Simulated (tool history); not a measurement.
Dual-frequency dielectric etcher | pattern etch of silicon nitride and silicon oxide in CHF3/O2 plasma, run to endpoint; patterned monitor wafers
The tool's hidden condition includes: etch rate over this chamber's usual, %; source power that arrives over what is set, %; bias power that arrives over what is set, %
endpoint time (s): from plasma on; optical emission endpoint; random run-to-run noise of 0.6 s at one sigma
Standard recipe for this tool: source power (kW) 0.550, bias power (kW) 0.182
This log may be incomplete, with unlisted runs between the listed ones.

run	hour	source power (kW)	bias power (kW)	wafers since the last listed run	hours since the last wet clean	hours since the last source power generator calibration	hours since the last bias power generator calibration	hours since the last upper electrode change	incoming incoming film thickness, nm	endpoint time (s)
1	0.0	0.550	0.161	0	441.5	4399.8	1738.0	4797.2	290.0	196.8
2	10.5	0.460	0.146	56	452.0	4410.3	1748.5	4807.7	288.3	213.5
3	24.3	0.460	0.146	73	465.8	4424.1	1762.3	4821.5	287.5	215.2
4	30.3	0.550	0.212	32	471.8	4430.1	1768.3	4827.5	290.2	177.8
5	39.9	0.550	0.212	51	481.4	4439.7	1777.9	4837.1	288.8	176.9
6	55.0	0.550	0.212	80	496.5	4454.8	1793.0	4852.2	288.0	176.5
7	63.8	0.550	0.201	46	505.3	4463.6	1801.8	4861.0	286.0	179.3
8	81.0	0.550	0.200	91	522.5	4480.8	1819.0	4878.2	284.5	177.5
9	94.2	0.550	0.182	70	535.7	4494.0	1832.2	4891.4	289.1	186.7
10	110.9	0.550	0.182	89	552.4	4510.7	1848.9	4908.1	285.2	185.0
# hour 143.2: bias power generator calibrated
# hour 145.8: upper electrode replaced
11	146.3	0.550	0.182	153	587.8	4546.1	3.1	0.5	287.4	185.0
12	146.7	0.550	0.182	2	588.2	4546.5	3.5	0.9	287.2	184.6
13	152.2	0.660	0.182	29	593.7	4552.0	9.0	6.4	290.5	176.3
14	162.4	0.660	0.137	54	603.9	4562.2	19.2	16.6	288.7	191.4
15	172.1	0.460	0.144	51	613.6	4571.9	28.9	26.3	289.9	214.7
# hour 193.3: source power generator calibrated
# hour 198.3: wet clean of the chamber
16	198.8	0.550	0.182	94	0.5	5.5	55.6	53.0	288.3	194.8
17	199.1	0.550	0.143	1	0.8	5.8	55.9	53.3	286.8	210.0
18	199.5	0.470	0.150	2	1.2	6.2	56.3	53.7	288.8	219.5
19	206.3	0.490	0.197	36	8.0	13.0	63.1	60.5	289.7	198.0
20	223.8	0.500	0.227	93	25.5	30.5	80.6	78.0	288.1	185.1
21	237.8	0.490	0.197	74	39.5	44.5	94.6	92.0	286.4	194.7
22	254.6	0.410	0.222	89	56.3	61.3	111.4	108.8	290.0	199.2
23	269.2	0.550	0.207	77	70.9	75.9	126.0	123.4	293.1	187.5
24	289.0	0.550	0.182	105	90.7	95.7	145.8	143.2	286.8	192.4

What differs in the tool's unlogged condition from the final listed run ahead of each entry between runs to the first listed run following it?
From run 10 to run 11: bias power generator calibrated (hour 143.2); upper electrode replaced (hour 145.8)
  etch rate over this chamber's usual, %: 4.27 -> 4.56
  measured result minus the result with no hidden state, endpoint time (s): -7.9 -> -8.5
From run 15 to run 16: source power generator calibrated (hour 193.3); wet clean of the chamber (hour 198.3)
  etch rate over this chamber's usual, %: 4.77 -> -0.175
  measured result minus the result with no hidden state, endpoint time (s): -10.3 -> +0.3

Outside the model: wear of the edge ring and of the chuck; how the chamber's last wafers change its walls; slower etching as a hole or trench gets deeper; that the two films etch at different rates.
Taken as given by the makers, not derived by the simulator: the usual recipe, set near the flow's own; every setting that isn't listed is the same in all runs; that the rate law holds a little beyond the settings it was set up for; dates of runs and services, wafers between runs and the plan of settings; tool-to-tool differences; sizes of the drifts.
